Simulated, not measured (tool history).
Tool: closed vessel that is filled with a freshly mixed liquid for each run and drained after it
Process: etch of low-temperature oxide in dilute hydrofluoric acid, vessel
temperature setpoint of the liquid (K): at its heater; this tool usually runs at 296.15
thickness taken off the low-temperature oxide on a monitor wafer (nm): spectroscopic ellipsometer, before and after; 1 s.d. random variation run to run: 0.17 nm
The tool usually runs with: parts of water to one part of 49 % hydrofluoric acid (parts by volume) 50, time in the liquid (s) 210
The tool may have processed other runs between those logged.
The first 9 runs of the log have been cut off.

run,day,temperature setpoint of the liquid (K),parts of water to one part of 49 % hydrofluoric acid (parts by volume),time in the liquid (s),wafers since the last listed run,hours since the thermometer was replaced,hours since the hydrofluoric acid flow meter was replaced,hours since the gauge calibration,"read-back film thickness of the low-temperature oxide reference wafer, read on the same gauge (nm)",thickness taken off the low-temperature oxide on a monitor wafer (nm)
10,9.242,296.15,50,210,1664,606.7,2273.7,133.5,80.02,45.45
11,10.233,296.15,50,210,2358,630.5,2297.5,157.3,79.99,45.53
12,10.946,300.65,50,210,1694,647.6,2314.6,174.4,79.98,54.72
13,12.062,301.15,50,210,2655,674.4,2341.4,201.2,79.99,55.71
14,13.062,300.65,40,210,2378,698.4,2365.4,225.2,79.99,69.29
15,14.175,301.15,70,285,2645,725.1,2392.1,251.9,80.01,52.84
# day 15.5: hydrofluoric acid flow meter replaced
16,15.658,298.15,50,210,3428,760.7,3.8,287.5,80,49.2
17,17.104,296.15,50,210,3438,795.4,38.5,322.2,80,45.49
18,17.771,296.15,50,125,1585,811.4,54.5,338.2,80.01,26.97
19,18.833,296.15,65,210,2527,836.9,80,363.7,80,34.45
# day 19.488: thermometer replaced
20,20.229,296.15,50,245,3220,17.8,113.5,397.2,80,53.43
21,21.254,296.15,25,210,2437,42.4,138.1,421.8,80.02,94.26
22,21.967,296.15,50,210,1694,59.5,155.2,438.9,79.98,45.71
23,22.958,296.15,40,210,2358,83.3,179,462.7,80.01,57.76
24,23.638,296.15,50,210,1615,99.6,195.3,479,79.97,45.61
25,24.879,296.15,35,210,2953,129.4,225.1,508.8,80,66.42
26,26.346,296.15,50,125,3488,164.6,260.3,544,79.99,27.1
27,27.817,296.15,50,210,3498,199.9,295.6,579.3,80,45.4
28,29.2,297.65,50,110,3290,233.1,328.8,612.5,79.96,25.29
29,30.517,296.15,45,210,3131,264.7,360.4,644.1,80,51
30,31.4,296.15,50,210,2100,285.9,381.6,665.3,80.01,45.61
31,32.104,296.15,50,210,1674,302.8,398.5,682.2,79.97,45.84
32,32.758,300.15,50,100,1555,318.5,414.2,697.9,80,25.54
33,34.079,301.15,40,165,3141,350.2,445.9,729.6,79.99,55.98

What if the next run were any one of these 3? Each begins from the tool's condition after run 33:
A,34.108,296.15,50,210,69,350.9,446.6,730.3,?,?
B,34.108,297.65,35,110,69,350.9,446.6,730.3,?,?
C,34.108,296.15,50,175,69,350.9,446.6,730.3,?,?

run,"read-back film thickness of the low-temperature oxide reference wafer, read on the same gauge (nm)",thickness taken off the low-temperature oxide on a monitor wafer (nm)
A,79.96,45.7
B,79.96,37.12
C,79.96,38.08
With the hidden condition removed and each run's random variation left untouched, the same runs would have given:
run,thickness taken off the low-temperature oxide on a monitor wafer (nm)
A,45.7
B,37.12
C,38.08

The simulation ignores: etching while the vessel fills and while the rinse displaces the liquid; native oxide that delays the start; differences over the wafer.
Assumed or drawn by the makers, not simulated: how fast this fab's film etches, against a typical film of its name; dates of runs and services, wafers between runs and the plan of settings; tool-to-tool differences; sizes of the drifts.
